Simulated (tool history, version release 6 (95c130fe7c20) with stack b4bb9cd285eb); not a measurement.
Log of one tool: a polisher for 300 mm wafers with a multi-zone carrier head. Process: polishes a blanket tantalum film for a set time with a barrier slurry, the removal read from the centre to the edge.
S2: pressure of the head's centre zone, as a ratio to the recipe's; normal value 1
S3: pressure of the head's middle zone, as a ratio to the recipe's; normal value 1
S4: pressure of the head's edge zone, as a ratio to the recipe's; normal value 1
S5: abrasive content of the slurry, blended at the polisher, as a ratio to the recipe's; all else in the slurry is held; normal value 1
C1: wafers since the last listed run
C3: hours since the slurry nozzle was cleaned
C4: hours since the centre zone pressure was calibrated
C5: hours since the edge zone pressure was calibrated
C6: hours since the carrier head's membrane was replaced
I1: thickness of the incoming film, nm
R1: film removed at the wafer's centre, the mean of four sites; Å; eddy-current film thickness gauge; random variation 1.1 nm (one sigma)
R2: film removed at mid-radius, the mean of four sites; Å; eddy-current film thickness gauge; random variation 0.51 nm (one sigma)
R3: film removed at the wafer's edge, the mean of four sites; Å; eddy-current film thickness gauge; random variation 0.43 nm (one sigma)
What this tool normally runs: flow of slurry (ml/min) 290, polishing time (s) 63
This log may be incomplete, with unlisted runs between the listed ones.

{"run": 1, "hour": 0.0, "flow of slurry (ml/min)": 290, "S2": 1, "S3": 1, "S4": 1, "S5": 1, "polishing time (s)": 63, "C1": 0, "wafers polished on this pad": 5836, "C3": 230, "C4": 489.9, "C5": 192.5, "C6": 105, "I1": 241.7, "R1": 769, "R2": 708, "R3": 709}
{"hour": 70.7, "done": "worn pad replaced by a new one"}
{"hour": 78.7, "done": "centre zone pressure recalibrated"}
{"run": 2, "hour": 98.2, "flow of slurry (ml/min)": 290, "S2": 1, "S3": 1, "S4": 1, "S5": 1, "polishing time (s)": 63, "C1": 1037, "wafers polished on this pad": 286, "C3": 328.2, "C4": 19.5, "C5": 290.7, "C6": 203.2, "I1": 240.7, "R1": 703, "R2": 708, "R3": 707}
{"run": 3, "hour": 150.7, "flow of slurry (ml/min)": 290, "S2": 1, "S3": 1, "S4": 1, "S5": 1, "polishing time (s)": 63, "C1": 590, "wafers polished on this pad": 877, "C3": 380.7, "C4": 72, "C5": 343.2, "C6": 255.7, "I1": 244.7, "R1": 706, "R2": 707, "R3": 702}
{"run": 4, "hour": 200.3, "flow of slurry (ml/min)": 290, "S2": 1, "S3": 1, "S4": 1, "S5": 1, "polishing time (s)": 63, "C1": 558, "wafers polished on this pad": 1435, "C3": 430.3, "C4": 121.6, "C5": 392.8, "C6": 305.3, "I1": 241, "R1": 678, "R2": 711, "R3": 705}
{"run": 5, "hour": 236.6, "flow of slurry (ml/min)": 385, "S2": 1, "S3": 1, "S4": 1, "S5": 1.25, "polishing time (s)": 63, "C1": 408, "wafers polished on this pad": 1843, "C3": 466.6, "C4": 157.9, "C5": 429.1, "C6": 341.6, "I1": 237.3, "R1": 759, "R2": 764, "R3": 757}
{"run": 6, "hour": 285.6, "flow of slurry (ml/min)": 290, "S2": 1, "S3": 1, "S4": 1, "S5": 1, "polishing time (s)": 63, "C1": 551, "wafers polished on this pad": 2394, "C3": 515.6, "C4": 206.9, "C5": 478.1, "C6": 390.6, "I1": 241.6, "R1": 702, "R2": 707, "R3": 700}
{"run": 7, "hour": 323.4, "flow of slurry (ml/min)": 290, "S2": 1.06, "S3": 1, "S4": 1, "S5": 0.75, "polishing time (s)": 43, "C1": 425, "wafers polished on this pad": 2820, "C3": 553.4, "C4": 244.7, "C5": 515.9, "C6": 428.4, "I1": 240.2, "R1": 463, "R2": 441, "R3": 440}
{"hour": 340.9, "done": "slurry nozzle cleaned"}
{"run": 8, "hour": 381.4, "flow of slurry (ml/min)": 290, "S2": 1, "S3": 1, "S4": 1, "S5": 1, "polishing time (s)": 63, "C1": 641, "wafers polished on this pad": 3461, "C3": 40.5, "C4": 302.7, "C5": 573.9, "C6": 486.4, "I1": 240, "R1": 740, "R2": 716, "R3": 707}
{"run": 9, "hour": 458.4, "flow of slurry (ml/min)": 290, "S2": 0.94, "S3": 1, "S4": 1, "S5": 1.25, "polishing time (s)": 63, "C1": 866, "wafers polished on this pad": 4327, "C3": 117.5, "C4": 379.7, "C5": 650.9, "C6": 563.4, "I1": 239.2, "R1": 725, "R2": 748, "R3": 745}
{"run": 10, "hour": 541.2, "flow of slurry (ml/min)": 255, "S2": 1, "S3": 0.96, "S4": 0.89, "S5": 1, "polishing time (s)": 50, "C1": 931, "wafers polished on this pad": 5259, "C3": 200.3, "C4": 462.5, "C5": 733.7, "C6": 646.2, "I1": 237.4, "R1": 594, "R2": 541, "R3": 531}
{"run": 11, "hour": 589.4, "flow of slurry (ml/min)": 290, "S2": 1, "S3": 1, "S4": 1, "S5": 1, "polishing time (s)": 75, "C1": 542, "wafers polished on this pad": 5801, "C3": 248.5, "C4": 510.7, "C5": 781.9, "C6": 694.4, "I1": 236.4, "R1": 891, "R2": 836, "R3": 841}
{"run": 12, "hour": 668.8, "flow of slurry (ml/min)": 290, "S2": 1.12, "S3": 0.94, "S4": 1, "S5": 1.25, "polishing time (s)": 63, "C1": 893, "wafers polished on this pad": 6695, "C3": 327.9, "C4": 590.1, "C5": 861.3, "C6": 773.8, "I1": 237.2, "R1": 914, "R2": 720, "R3": 760}
{"hour": 679.5, "done": "worn pad replaced by a new one"}
{"hour": 736.1, "done": "centre zone pressure recalibrated"}
{"run": 13, "hour": 751.1, "flow of slurry (ml/min)": 290, "S2": 1, "S3": 1, "S4": 1, "S5": 1, "polishing time (s)": 63, "C1": 858, "wafers polished on this pad": 783, "C3": 410.2, "C4": 15, "C5": 943.6, "C6": 856.1, "I1": 236.1, "R1": 688, "R2": 700, "R3": 711}
{"hour": 819.6, "done": "slurry nozzle cleaned"}
{"run": 14, "hour": 856.7, "flow of slurry (ml/min)": 290, "S2": 1, "S3": 1, "S4": 0.91, "S5": 0.7, "polishing time (s)": 79, "C1": 1176, "wafers polished on this pad": 1960, "C3": 37.1, "C4": 120.6, "C5": 1049.2, "C6": 961.7, "I1": 241.5, "R1": 822, "R2": 793, "R3": 761}
{"run": 15, "hour": 944.8, "flow of slurry (ml/min)": 290, "S2": 1, "S3": 1, "S4": 1, "S5": 1, "polishing time (s)": 63, "C1": 991, "wafers polished on this pad": 2951, "C3": 125.2, "C4": 208.7, "C5": 1137.3, "C6": 1049.8, "I1": 237.4, "R1": 717, "R2": 707, "R3": 714}
{"hour": 1030.8, "done": "edge zone pressure recalibrated"}
{"run": 16, "hour": 1031.3, "flow of slurry (ml/min)": 290, "S2": 1, "S3": 1, "S4": 1, "S5": 1, "polishing time (s)": 63, "C1": 950, "wafers polished on this pad": 3902, "C3": 211.7, "C4": 295.2, "C5": 0.5, "C6": 1136.3, "I1": 245.1, "R1": 715, "R2": 708, "R3": 713}
{"hour": 1144.2, "done": "worn pad replaced by a new one"}
{"run": 17, "hour": 1194.6, "flow of slurry (ml/min)": 290, "S2": 1, "S3": 1, "S4": 1, "S5": 1, "polishing time (s)": 63, "C1": 1792, "wafers polished on this pad": 566, "C3": 375, "C4": 458.5, "C5": 163.8, "C6": 1299.6, "I1": 236, "R1": 766, "R2": 707, "R3": 702}
{"hour": 1230.4, "done": "carrier head's membrane replaced by a new one"}
{"run": 18, "hour": 1262.7, "flow of slurry (ml/min)": 290, "S2": 1, "S3": 1, "S4": 0.91, "S5": 1, "polishing time (s)": 63, "C1": 709, "wafers polished on this pad": 1276, "C3": 443.1, "C4": 526.6, "C5": 231.9, "C6": 32.3, "I1": 243.9, "R1": 764, "R2": 703, "R3": 683}
{"hour": 1297.4, "done": "slurry nozzle cleaned"}
{"run": 19, "hour": 1366.4, "flow of slurry (ml/min)": 290, "S2": 1.05, "S3": 1, "S4": 1, "S5": 1.3, "polishing time (s)": 49, "C1": 1155, "wafers polished on this pad": 2431, "C3": 69, "C4": 630.3, "C5": 335.6, "C6": 136, "I1": 234.8, "R1": 688, "R2": 583, "R3": 594}
{"hour": 1403.8, "done": "centre zone pressure recalibrated"}
{"run": 20, "hour": 1418.1, "flow of slurry (ml/min)": 355, "S2": 1, "S3": 0.97, "S4": 1, "S5": 1, "polishing time (s)": 63, "C1": 559, "wafers polished on this pad": 2991, "C3": 120.7, "C4": 14.3, "C5": 387.3, "C6": 187.7, "I1": 242.6, "R1": 693, "R2": 705, "R3": 717}
{"run": 21, "hour": 1496.9, "flow of slurry (ml/min)": 290, "S2": 1, "S3": 1, "S4": 1, "S5": 1, "polishing time (s)": 63, "C1": 886, "wafers polished on this pad": 3877, "C3": 199.5, "C4": 93.1, "C5": 466.1, "C6": 266.5, "I1": 241.2, "R1": 694, "R2": 710, "R3": 718}
{"run": 22, "hour": 1562.3, "flow of slurry (ml/min)": 290, "S2": 0.91, "S3": 1, "S4": 0.95, "S5": 1.15, "polishing time (s)": 76, "C1": 735, "wafers polished on this pad": 4613, "C3": 264.9, "C4": 158.5, "C5": 531.5, "C6": 331.9, "I1": 239.5, "R1": 808, "R2": 892, "R3": 877}

Consider 3 possible next runs. They are alternatives, not a sequence: every one starts from the tool as it was left by run 22. What does each give?
{"run": "A", "hour": 1562.7, "flow of slurry (ml/min)": 290, "S2": 1, "S3": 1, "S4": 0.88, "S5": 1, "polishing time (s)": 63, "C1": 4, "wafers polished on this pad": 4617, "C3": 265.3, "C4": 158.9, "C5": 531.9, "C6": 332.3, "I1": 238.1, "R1": "?", "R2": "?", "R3": "?"}
{"run": "B", "hour": 1562.7, "flow of slurry (ml/min)": 290, "S2": 1, "S3": 1, "S4": 1, "S5": 1.25, "polishing time (s)": 63, "C1": 4, "wafers polished on this pad": 4617, "C3": 265.3, "C4": 158.9, "C5": 531.9, "C6": 332.3, "I1": 238.1, "R1": "?", "R2": "?", "R3": "?"}
{"run": "C", "hour": 1562.7, "flow of slurry (ml/min)": 290, "S2": 0.89, "S3": 1, "S4": 0.96, "S5": 1.1, "polishing time (s)": 55, "C1": 4, "wafers polished on this pad": 4617, "C3": 265.3, "C4": 158.9, "C5": 531.9, "C6": 332.3, "I1": 238.1, "R1": "?", "R2": "?", "R3": "?"}

run=A R1=703 R2=708 R3=673
run=B R1=745 R2=750 R3=750
run=C R1=560 R2=634 R3=624
Without the tool's unlogged condition, the same runs would have read:
run=A R1=711 R2=708 R3=673
run=B R1=753 R2=750 R3=750
run=C R1=566 R2=634 R3=624
